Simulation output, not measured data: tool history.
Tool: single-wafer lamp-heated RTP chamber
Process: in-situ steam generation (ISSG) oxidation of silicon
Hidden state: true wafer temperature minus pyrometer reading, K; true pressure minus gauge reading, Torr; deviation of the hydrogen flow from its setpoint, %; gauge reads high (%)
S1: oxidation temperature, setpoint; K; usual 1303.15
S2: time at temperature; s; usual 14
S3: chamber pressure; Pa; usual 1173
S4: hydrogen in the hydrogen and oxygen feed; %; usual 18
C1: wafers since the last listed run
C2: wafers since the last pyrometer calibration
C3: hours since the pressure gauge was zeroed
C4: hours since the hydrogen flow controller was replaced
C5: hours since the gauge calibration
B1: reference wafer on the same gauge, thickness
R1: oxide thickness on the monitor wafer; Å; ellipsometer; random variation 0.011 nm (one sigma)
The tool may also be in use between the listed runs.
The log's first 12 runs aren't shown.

run    hour       S1  S2    S3  S4    C1    C2      C3      C4      C5     B1     R1
 13   519.8  1318.15  10  1280  25   845  4600  4676.9  6226.7   794.5  5.241  50.35
 14   567.0  1303.15  17  1307  18   679  5279  4724.1  6273.9   841.7  5.243  56.46
 15   615.1  1311.15  14  1173  12   691  5971  4772.2  6322.0   889.8  5.242  49.15
      661.3  -- pyrometer window cleaned and pyrometer calibrated
      665.0  -- hydrogen flow controller replaced
      759.6  -- pressure gauge zeroed
 16   802.9  1303.15  14  1067  18  2416  1868    43.3   137.9  1077.6  5.243  51.60
 17   846.9  1303.15  14  1173  18   632  2501    87.3   181.9  1121.6  5.239  51.40
      848.9  -- gauge calibrated
 18   876.1  1318.15  15  1320  15   420  2921   116.5   211.1    27.2  5.237  54.09
 19   928.2  1303.15  14  1173  18   749  3670   168.6   263.2    79.3  5.243  51.41
 20   996.6  1303.15  16  1307  12   983  4654   237.0   331.6   147.7  5.240  49.64
 21  1043.7  1303.15  14  1173  18   677  5332   284.1   378.7   194.8  5.240  51.50
     1070.2  -- pyrometer window cleaned and pyrometer calibrated
 22  1087.6  1308.15  14  1013  11   516   250   328.0   422.6   238.7  5.240  46.84
 23  1117.0  1316.15  18   987  18   422   673   357.4   452.0   268.1  5.240  61.84
 24  1142.6  1313.15  14  1173  18   368  1042   383.0   477.6   293.7  5.244  53.55
 25  1188.5  1303.15  14  1347  23   660  1702   428.9   523.5   339.6  5.240  53.11
 26  1249.4  1303.15  14  1173  25   876  2578   489.8   584.4   400.5  5.241  55.45
 27  1312.1  1303.15  14  1173  18   901  3480   552.5   647.1   463.2  5.242  51.35
 28  1376.3  1295.15  14  1173  18   923  4404   616.7   711.3   527.4  5.241  49.87
     1498.4  -- pyrometer window cleaned and pyrometer calibrated
 29  1570.4  1303.15  14  1173  18  2677  1035   810.8   905.4   721.5  5.241  51.10
 30  1607.4  1303.15  18  1173  27   532  1567   847.8   942.4   758.5  5.239  63.72
 31  1666.6  1303.15  19  1173  13   851  2419   907.0  1001.6   817.7  5.241  55.54

4 ways to go on from here, each from the tool as it stands after run 31. What would each give?
  A  1667.0  1303.15  14  1307  18   5  2425  907.4  1002.0  818.1   ?   ?
  B  1667.0  1297.15  14  1173  18   5  2425  907.4  1002.0  818.1   ?   ?
  C  1667.0  1319.15  11  1107  18   5  2425  907.4  1002.0  818.1   ?   ?
  D  1667.0  1295.15  16  1307  12   5  2425  907.4  1002.0  818.1   ?   ?

run     B1     R1
  A  5.237  50.65
  B  5.237  49.99
  C  5.237  49.24
  D  5.237  47.79
Without the tool's hidden state the same runs would have given:
run     R1
  A  50.33
  B  49.69
  C  48.93
  D  47.50

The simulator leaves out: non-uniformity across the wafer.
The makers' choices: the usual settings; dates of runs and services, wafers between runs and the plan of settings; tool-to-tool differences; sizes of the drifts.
